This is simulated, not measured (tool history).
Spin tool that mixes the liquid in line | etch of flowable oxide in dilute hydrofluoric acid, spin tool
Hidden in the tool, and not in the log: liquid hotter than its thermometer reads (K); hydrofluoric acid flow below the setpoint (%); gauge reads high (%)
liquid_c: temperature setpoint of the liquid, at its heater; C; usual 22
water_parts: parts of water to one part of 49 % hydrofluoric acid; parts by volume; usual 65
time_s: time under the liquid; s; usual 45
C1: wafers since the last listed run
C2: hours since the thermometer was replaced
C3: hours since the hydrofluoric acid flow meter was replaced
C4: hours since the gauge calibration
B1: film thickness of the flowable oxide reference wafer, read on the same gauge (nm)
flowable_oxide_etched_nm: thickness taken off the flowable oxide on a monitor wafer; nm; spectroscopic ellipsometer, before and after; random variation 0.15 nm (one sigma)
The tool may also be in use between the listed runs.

{"run": 1, "hour": 0.0, "liquid_c": 20.5, "water_parts": 65, "time_s": 45, "C1": 0, "C2": 530.9, "C3": 2154.5, "C4": 311, "B1": 119.97, "flowable_oxide_etched_nm": 40.84}
{"run": 2, "hour": 10.6, "liquid_c": 22, "water_parts": 65, "time_s": 45, "C1": 147, "C2": 541.5, "C3": 2165.1, "C4": 321.6, "B1": 119.98, "flowable_oxide_etched_nm": 43.57}
{"run": 3, "hour": 27.8, "liquid_c": 22, "water_parts": 65, "time_s": 45, "C1": 238, "C2": 558.7, "C3": 2182.3, "C4": 338.8, "B1": 119.97, "flowable_oxide_etched_nm": 43.4}
{"run": 4, "hour": 37.5, "liquid_c": 22, "water_parts": 65, "time_s": 45, "C1": 134, "C2": 568.4, "C3": 2192, "C4": 348.5, "B1": 119.98, "flowable_oxide_etched_nm": 43.23}
{"run": 5, "hour": 48.2, "liquid_c": 22, "water_parts": 65, "time_s": 45, "C1": 148, "C2": 579.1, "C3": 2202.7, "C4": 359.2, "B1": 119.99, "flowable_oxide_etched_nm": 43.16}
{"run": 6, "hour": 62.2, "liquid_c": 22, "water_parts": 65, "time_s": 45, "C1": 194, "C2": 593.1, "C3": 2216.7, "C4": 373.2, "B1": 120.01, "flowable_oxide_etched_nm": 43.19}
{"run": 7, "hour": 74.0, "liquid_c": 22, "water_parts": 65, "time_s": 45, "C1": 163, "C2": 604.9, "C3": 2228.5, "C4": 385, "B1": 119.98, "flowable_oxide_etched_nm": 43.44}
{"run": 8, "hour": 89.8, "liquid_c": 22, "water_parts": 65, "time_s": 45, "C1": 219, "C2": 620.7, "C3": 2244.3, "C4": 400.8, "B1": 120.03, "flowable_oxide_etched_nm": 42.92}
{"run": 9, "hour": 99.3, "liquid_c": 23.5, "water_parts": 80, "time_s": 45, "C1": 131, "C2": 630.2, "C3": 2253.8, "C4": 410.3, "B1": 120.03, "flowable_oxide_etched_nm": 36.69}
{"run": 10, "hour": 106.9, "liquid_c": 20.5, "water_parts": 65, "time_s": 45, "C1": 105, "C2": 637.8, "C3": 2261.4, "C4": 417.9, "B1": 120.01, "flowable_oxide_etched_nm": 40.73}
{"run": 11, "hour": 124.2, "liquid_c": 24.5, "water_parts": 65, "time_s": 45, "C1": 240, "C2": 655.1, "C3": 2278.7, "C4": 435.2, "B1": 120.05, "flowable_oxide_etched_nm": 47.9}
{"run": 12, "hour": 141.2, "liquid_c": 17.5, "water_parts": 75, "time_s": 35, "C1": 236, "C2": 672.1, "C3": 2295.7, "C4": 452.2, "B1": 120.04, "flowable_oxide_etched_nm": 23.96}
{"run": 13, "hour": 147.7, "liquid_c": 18, "water_parts": 65, "time_s": 45, "C1": 90, "C2": 678.6, "C3": 2302.2, "C4": 458.7, "B1": 119.97, "flowable_oxide_etched_nm": 36.54}
{"run": 14, "hour": 164.8, "liquid_c": 22, "water_parts": 85, "time_s": 65, "C1": 237, "C2": 695.7, "C3": 2319.3, "C4": 475.8, "B1": 120.02, "flowable_oxide_etched_nm": 46.49}
{"run": 15, "hour": 179.2, "liquid_c": 25, "water_parts": 80, "time_s": 55, "C1": 200, "C2": 710.1, "C3": 2333.7, "C4": 490.2, "B1": 119.97, "flowable_oxide_etched_nm": 47.45}
{"run": 16, "hour": 185.7, "liquid_c": 18.5, "water_parts": 65, "time_s": 45, "C1": 90, "C2": 716.6, "C3": 2340.2, "C4": 496.7, "B1": 120.02, "flowable_oxide_etched_nm": 37.28}
{"run": 17, "hour": 192.7, "liquid_c": 20, "water_parts": 55, "time_s": 20, "C1": 97, "C2": 723.6, "C3": 2347.2, "C4": 503.7, "B1": 119.95, "flowable_oxide_etched_nm": 21.2}
{"run": 18, "hour": 202.6, "liquid_c": 22, "water_parts": 65, "time_s": 45, "C1": 137, "C2": 733.5, "C3": 2357.1, "C4": 513.6, "B1": 120.04, "flowable_oxide_etched_nm": 42.81}
{"run": 19, "hour": 217.1, "liquid_c": 20.5, "water_parts": 75, "time_s": 70, "C1": 201, "C2": 748, "C3": 2371.6, "C4": 528.1, "B1": 120.04, "flowable_oxide_etched_nm": 53.62}
{"hour": 227.5, "done": "hydrofluoric acid flow meter replaced"}
{"run": 20, "hour": 228.0, "liquid_c": 25.5, "water_parts": 55, "time_s": 35, "C1": 137, "C2": 758.9, "C3": 0.5, "C4": 539, "B1": 120.01, "flowable_oxide_etched_nm": 50.52}
{"run": 21, "hour": 236.0, "liquid_c": 22, "water_parts": 65, "time_s": 70, "C1": 111, "C2": 766.9, "C3": 8.5, "C4": 547, "B1": 119.99, "flowable_oxide_etched_nm": 72.91}
{"run": 22, "hour": 248.6, "liquid_c": 22, "water_parts": 65, "time_s": 45, "C1": 175, "C2": 779.5, "C3": 21.1, "C4": 559.6, "B1": 120, "flowable_oxide_etched_nm": 47}
{"hour": 260.0, "done": "gauge calibrated"}
{"run": 23, "hour": 263.3, "liquid_c": 17.5, "water_parts": 65, "time_s": 45, "C1": 204, "C2": 794.2, "C3": 35.8, "C4": 3.3, "B1": 120.04, "flowable_oxide_etched_nm": 38.92}
{"hour": 270.7, "done": "thermometer replaced"}
{"run": 24, "hour": 271.2, "liquid_c": 24, "water_parts": 65, "time_s": 40, "C1": 95, "C2": 0.5, "C3": 43.7, "C4": 11.2, "B1": 120.03, "flowable_oxide_etched_nm": 45.15}
{"run": 25, "hour": 287.5, "liquid_c": 22, "water_parts": 65, "time_s": 45, "C1": 226, "C2": 16.8, "C3": 60, "C4": 27.5, "B1": 120.01, "flowable_oxide_etched_nm": 47.15}
{"run": 26, "hour": 294.8, "liquid_c": 22, "water_parts": 65, "time_s": 45, "C1": 101, "C2": 24.1, "C3": 67.3, "C4": 34.8, "B1": 120.01, "flowable_oxide_etched_nm": 47}
{"run": 27, "hour": 302.9, "liquid_c": 25.5, "water_parts": 65, "time_s": 65, "C1": 112, "C2": 32.2, "C3": 75.4, "C4": 42.9, "B1": 120.02, "flowable_oxide_etched_nm": 77.93}
{"run": 28, "hour": 316.4, "liquid_c": 26.5, "water_parts": 90, "time_s": 25, "C1": 187, "C2": 45.7, "C3": 88.9, "C4": 56.4, "B1": 120, "flowable_oxide_etched_nm": 21.68}
{"run": 29, "hour": 328.0, "liquid_c": 22, "water_parts": 65, "time_s": 35, "C1": 161, "C2": 57.3, "C3": 100.5, "C4": 68, "B1": 120.02, "flowable_oxide_etched_nm": 36.53}
{"run": 30, "hour": 344.8, "liquid_c": 18, "water_parts": 65, "time_s": 25, "C1": 233, "C2": 74.1, "C3": 117.3, "C4": 84.8, "B1": 120.01, "flowable_oxide_etched_nm": 22.1}
{"run": 31, "hour": 361.5, "liquid_c": 26.5, "water_parts": 85, "time_s": 45, "C1": 232, "C2": 90.8, "C3": 134, "C4": 101.5, "B1": 120.01, "flowable_oxide_etched_nm": 41.94}

The next listed run, before its measurement:
{"run": 32, "hour": 372.9, "liquid_c": 22, "water_parts": 85, "time_s": 45, "C1": 158, "C2": 102.2, "C3": 145.4, "C4": 112.9, "B1": "?", "flowable_oxide_etched_nm": "?"}

B1: 120.02
flowable_oxide_etched_nm: 34.92 nm
Without the tool's hidden state the same run would have given flowable_oxide_etched_nm 35.29 nm.
